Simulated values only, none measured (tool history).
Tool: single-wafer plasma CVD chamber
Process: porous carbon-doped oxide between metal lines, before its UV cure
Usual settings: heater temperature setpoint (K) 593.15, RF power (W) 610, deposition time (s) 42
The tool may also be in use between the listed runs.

run   hour  heater temperature setpoint (K)  RF power (W)  deposition time (s)  wafers since the last listed run  hours since the last thermocouple change  hours since the last RF generator calibration  hours since the showerhead was replaced  hours since the gauge calibration  read-back reference wafer on the same gauge, thickness_nm  mean film thickness on the monitor wafer (Å)
  1      0                           589.15           555                   42                                 0                                    1803.7                                         1659.6                                   1503.7                              398.6                                                    213.826                                        2178.8
  2   15.3                           589.15           555                   42                               270                                      1819                                         1674.9                                     1519                              413.9                                                    213.901                                          2182
  3   48.6                           589.15           555                   42                               588                                    1852.3                                         1708.2                                   1552.3                              447.2                                                    214.028                                       2184.78
  4  134.8                           593.15           610                   42                              1524                                    1938.5                                         1794.4                                   1638.5                              533.4                                                     213.98                                       2288.11
  5  161.7                           593.15           610                   42                               475                                    1965.4                                         1821.3                                   1665.4                              560.3                                                    213.887                                       2288.02
  6  180.3                           593.15           610                   42                               328                                      1984                                         1839.9                                     1684                              578.9                                                    213.991                                       2300.04
  7    205                           593.15           610                   42                               436                                    2008.7                                         1864.6                                   1708.7                              603.6                                                    214.226                                       2284.14
  8  234.6                           593.15           610                   42                               523                                    2038.3                                         1894.2                                   1738.3                              633.2                                                    213.964                                       2289.84
  9  258.6                           593.15           610                   42                               424                                    2062.3                                         1918.2                                   1762.3                              657.2                                                    213.958                                       2288.37
       280  -- RF generator calibrated
 10  280.5                           593.15           610                   42                               245                                    2084.2                                            0.5                                   1784.2                              679.1                                                    214.214                                       2277.72
     301.2  -- thermocouple changed; heater temperature recalibrated
 11  301.7                           593.15           610                   42                               233                                       0.5                                           21.7                                   1805.4                              700.3                                                    213.991                                       2331.09
 12  327.3                           593.15           610                   42                               452                                      26.1                                           47.3                                     1831                              725.9                                                    214.173                                       2337.29
 13  360.5                           593.15           610                   42                               587                                      59.3                                           80.5                                   1864.2                              759.1                                                    214.086                                        2351.3
 14  394.2                           593.15           610                   42                               595                                        93                                          114.2                                   1897.9                              792.8                                                    214.185                                       2339.46
 15    422                           593.15           610                   42                               491                                     120.8                                            142                                   1925.7                              820.6                                                    213.808                                       2333.73
     448.5  -- thermocouple changed; heater temperature recalibrated, repeated, since the last time left the tool worse
 16    449                           593.15           610                   42                               336                                       0.5                                            169                                   1952.7                              847.6                                                    214.041                                       2237.95
 17  467.7                           593.15           610                 37.7                               330                                      19.2                                          187.7                                   1971.4                              866.3                                                    214.403                                       1993.41
 18  489.8                           593.15           610                   42                               390                                      41.3                                          209.8                                   1993.5                              888.4                                                    214.099                                        2223.6
 19  508.4                           602.15           490                 44.8                               328                                      59.9                                          228.4                                   2012.1                                907                                                    214.212                                        1916.9
     526.1  -- gauge calibrated
 20  527.8                           593.15           610                   42                               343                                      79.3                                          247.8                                   2031.5                                1.7                                                    214.112                                       2241.95
 21  553.2                           588.15           545                   42                               449                                     104.7                                          273.2                                   2056.9                               27.1                                                    213.957                                        2104.9
 22  613.5                           598.15           610                 34.1                              1066                                       165                                          333.5                                   2117.2                               87.4                                                     214.05                                       1768.31
 23  630.3                           593.15           610                   42                               297                                     181.8                                          350.3                                     2134                              104.2                                                    213.915                                       2229.98
 24  650.9                           599.15           695                 34.6                               364                                     202.4                                          370.9                                   2154.6                              124.8                                                    214.304                                       1977.26
     678.7  -- showerhead replaced
 25  679.2                           593.15           610                 37.1                               359                                     230.7                                          399.2                                      0.5                              153.1                                                    213.959                                        1971.9
 26  698.9                           586.15           610                   42                               348                                     250.4                                          418.9                                     20.2                              172.8                                                     213.93                                       2348.28
 27  715.3                           593.15           645                 45.8                               290                                     266.8                                          435.3                                     36.6                              189.2                                                    214.137                                        2567.5
 28  737.8                           604.15           505                 49.3                               397                                     289.3                                          457.8                                     59.1                              211.7                                                    213.757                                       2146.13
 29  771.5                           607.15           610                   42                               595                                       323                                          491.5                                     92.8                              245.4                                                     214.06                                       2092.52
 30  799.6                           584.15           610                 39.8                               496                                     351.1                                          519.6                                    120.9                              273.5                                                     214.09                                        2262.3
 31  831.9                           593.15           610                   42                               571                                     383.4                                          551.9                                    153.2                              305.8                                                    214.013                                       2263.97
 32  848.7                           593.15           610                   42                               297                                     400.2                                          568.7                                      170                              322.6                                                    213.584                                       2260.71
 33    865                           593.15           520                   42                               288                                     416.5                                            585                                    186.3                              338.9                                                    213.876                                       2001.15

Some steps in mean film thickness on the monitor wafer (Å) between neighbouring runs. How much of each would the tool show without its hidden state too (settings, what came in, random variation), and how much is left for the hidden state, with any gauge scatter that isn't in both results?
The hidden state here: wafer temperature above the value expected at the setpoint (K); delivered RF power above the setpoint (%); gauge reads high (%).
Run 10 -> 11: thermocouple changed; heater temperature recalibrated. mean film thickness on the monitor wafer (Å) +53.37: hidden state +42.82, all else +10.55.
Run 15 -> 16: thermocouple changed; heater temperature recalibrated, repeated, since the last time left the tool worse. mean film thickness on the monitor wafer (Å) -95.78: hidden state -109.46, all else +13.68.
Run 22 -> 23: heater temperature setpoint (K) 598.15 -> 593.15, deposition time (s) 34.1 -> 42. mean film thickness on the monitor wafer (Å) +461.67: hidden state +2.63, all else +459.04.
Run 25 -> 26: heater temperature setpoint (K) 593.15 -> 586.15, deposition time (s) 37.1 -> 42. mean film thickness on the monitor wafer (Å) +376.38: hidden state +3.32, all else +373.06.
Run 27 -> 28: heater temperature setpoint (K) 593.15 -> 604.15, RF power (W) 645 -> 505, deposition time (s) 45.8 -> 49.3. mean film thickness on the monitor wafer (Å) -421.37: hidden state -2.71, all else -418.66.
Run 29 -> 30: heater temperature setpoint (K) 607.15 -> 584.15, deposition time (s) 42 -> 39.8. mean film thickness on the monitor wafer (Å) +169.78: hidden state +5.53, all else +164.25.
